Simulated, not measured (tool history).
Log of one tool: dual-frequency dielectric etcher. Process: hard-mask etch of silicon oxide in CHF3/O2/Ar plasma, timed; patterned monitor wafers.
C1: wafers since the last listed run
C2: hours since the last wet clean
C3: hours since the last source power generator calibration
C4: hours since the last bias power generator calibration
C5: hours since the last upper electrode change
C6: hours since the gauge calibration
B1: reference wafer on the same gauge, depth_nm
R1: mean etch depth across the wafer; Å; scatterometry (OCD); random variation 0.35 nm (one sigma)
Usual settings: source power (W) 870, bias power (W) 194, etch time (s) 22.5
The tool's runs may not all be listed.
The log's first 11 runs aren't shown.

{"run": 12, "hour": 944.7, "source power (W)": 870, "bias power (W)": 194, "etch time (s)": 24.0, "C1": 706, "C2": 602.1, "C3": 749.2, "C4": 2341.6, "C5": 2287.5, "C6": 4263.8, "B1": 42.4, "R1": 545}
{"hour": 979.3, "done": "bias power generator calibrated"}
{"hour": 980.4, "done": "wet clean of the chamber"}
{"run": 13, "hour": 1026.4, "source power (W)": 870, "bias power (W)": 194, "etch time (s)": 22.5, "C1": 812, "C2": 46.0, "C3": 830.9, "C4": 47.1, "C5": 2369.2, "C6": 4345.5, "B1": 42.3, "R1": 505}
{"hour": 1056.6, "done": "gauge calibrated"}
{"run": 14, "hour": 1068.1, "source power (W)": 700, "bias power (W)": 220, "etch time (s)": 17.5, "C1": 442, "C2": 87.7, "C3": 872.6, "C4": 88.8, "C5": 2410.9, "C6": 11.5, "B1": 42.3, "R1": 387}
{"run": 15, "hour": 1167.9, "source power (W)": 870, "bias power (W)": 194, "etch time (s)": 22.5, "C1": 1059, "C2": 187.5, "C3": 972.4, "C4": 188.6, "C5": 2510.7, "C6": 111.3, "B1": 42.4, "R1": 514}
{"run": 16, "hour": 1212.8, "source power (W)": 870, "bias power (W)": 241, "etch time (s)": 28.0, "C1": 476, "C2": 232.4, "C3": 1017.3, "C4": 233.5, "C5": 2555.6, "C6": 156.2, "B1": 42.5, "R1": 680}
{"run": 17, "hour": 1277.3, "source power (W)": 1020, "bias power (W)": 159, "etch time (s)": 16.5, "C1": 684, "C2": 296.9, "C3": 1081.8, "C4": 298.0, "C5": 2620.1, "C6": 220.7, "B1": 42.3, "R1": 372}
{"run": 18, "hour": 1374.7, "source power (W)": 870, "bias power (W)": 194, "etch time (s)": 22.5, "C1": 1033, "C2": 394.3, "C3": 1179.2, "C4": 395.4, "C5": 2717.5, "C6": 318.1, "B1": 42.4, "R1": 511}
{"hour": 1458.9, "done": "upper electrode replaced"}
{"run": 19, "hour": 1459.4, "source power (W)": 940, "bias power (W)": 210, "etch time (s)": 22.5, "C1": 644, "C2": 479.0, "C3": 1263.9, "C4": 480.1, "C5": 0.5, "C6": 402.8, "B1": 42.4, "R1": 539}
{"run": 20, "hour": 1490.5, "source power (W)": 1060, "bias power (W)": 194, "etch time (s)": 22.5, "C1": 330, "C2": 510.1, "C3": 1295.0, "C4": 511.2, "C5": 31.6, "C6": 433.9, "B1": 42.4, "R1": 541}
{"run": 21, "hour": 1563.7, "source power (W)": 870, "bias power (W)": 194, "etch time (s)": 19.0, "C1": 776, "C2": 583.3, "C3": 1368.2, "C4": 584.4, "C5": 104.8, "C6": 507.1, "B1": 42.3, "R1": 431}
{"hour": 1642.8, "done": "wet clean of the chamber"}
{"run": 22, "hour": 1643.3, "source power (W)": 870, "bias power (W)": 239, "etch time (s)": 19.0, "C1": 590, "C2": 0.5, "C3": 1447.8, "C4": 664.0, "C5": 184.4, "C6": 586.7, "B1": 42.3, "R1": 467}
{"hour": 1828.4, "done": "source power generator calibrated"}
{"run": 23, "hour": 1843.7, "source power (W)": 680, "bias power (W)": 194, "etch time (s)": 22.5, "C1": 2084, "C2": 200.9, "C3": 15.3, "C4": 864.4, "C5": 384.8, "C6": 787.1, "B1": 42.4, "R1": 472}
{"run": 24, "hour": 1885.4, "source power (W)": 870, "bias power (W)": 231, "etch time (s)": 19.0, "C1": 442, "C2": 242.6, "C3": 57.0, "C4": 906.1, "C5": 426.5, "C6": 828.8, "B1": 42.4, "R1": 462}
{"run": 25, "hour": 1923.3, "source power (W)": 980, "bias power (W)": 227, "etch time (s)": 18.0, "C1": 402, "C2": 280.5, "C3": 94.9, "C4": 944.0, "C5": 464.4, "C6": 866.7, "B1": 42.4, "R1": 448}
{"run": 26, "hour": 2016.5, "source power (W)": 870, "bias power (W)": 194, "etch time (s)": 22.5, "C1": 989, "C2": 373.7, "C3": 188.1, "C4": 1037.2, "C5": 557.6, "C6": 959.9, "B1": 42.5, "R1": 510}
{"run": 27, "hour": 2085.2, "source power (W)": 990, "bias power (W)": 220, "etch time (s)": 19.5, "C1": 729, "C2": 442.4, "C3": 256.8, "C4": 1105.9, "C5": 626.3, "C6": 1028.6, "B1": 42.3, "R1": 480}
{"run": 28, "hour": 2186.9, "source power (W)": 800, "bias power (W)": 176, "etch time (s)": 22.5, "C1": 1079, "C2": 544.1, "C3": 358.5, "C4": 1207.6, "C5": 728.0, "C6": 1130.3, "B1": 42.4, "R1": 479}
{"run": 29, "hour": 2253.6, "source power (W)": 930, "bias power (W)": 146, "etch time (s)": 20.5, "C1": 707, "C2": 610.8, "C3": 425.2, "C4": 1274.3, "C5": 794.7, "C6": 1197.0, "B1": 42.5, "R1": 432}
{"hour": 2344.9, "done": "wet clean of the chamber"}
{"run": 30, "hour": 2350.3, "source power (W)": 930, "bias power (W)": 216, "etch time (s)": 28.5, "C1": 771, "C2": 5.4, "C3": 521.9, "C4": 1371.0, "C5": 891.4, "C6": 1293.7, "B1": 42.5, "R1": 680}

Forecast each of these 4 alternatives for the next run:
{"run": "A", "hour": 2350.7, "source power (W)": 870, "bias power (W)": 194, "etch time (s)": 22.5, "C1": 4, "C2": 5.8, "C3": 522.3, "C4": 1371.4, "C5": 891.8, "C6": 1294.1, "B1": "?", "R1": "?"}
{"run": "B", "hour": 2350.7, "source power (W)": 770, "bias power (W)": 194, "etch time (s)": 22.5, "C1": 4, "C2": 5.8, "C3": 522.3, "C4": 1371.4, "C5": 891.8, "C6": 1294.1, "B1": "?", "R1": "?"}
{"run": "C", "hour": 2350.7, "source power (W)": 870, "bias power (W)": 224, "etch time (s)": 22.5, "C1": 4, "C2": 5.8, "C3": 522.3, "C4": 1371.4, "C5": 891.8, "C6": 1294.1, "B1": "?", "R1": "?"}
{"run": "D", "hour": 2350.7, "source power (W)": 870, "bias power (W)": 176, "etch time (s)": 22.5, "C1": 4, "C2": 5.8, "C3": 522.3, "C4": 1371.4, "C5": 891.8, "C6": 1294.1, "B1": "?", "R1": "?"}

run=A B1=42.4 R1=508
run=B B1=42.4 R1=489
run=C B1=42.4 R1=536
run=D B1=42.4 R1=491
Without the tool's hidden state the same runs would have given:
run=A R1=508
run=B R1=489
run=C R1=536
run=D R1=491
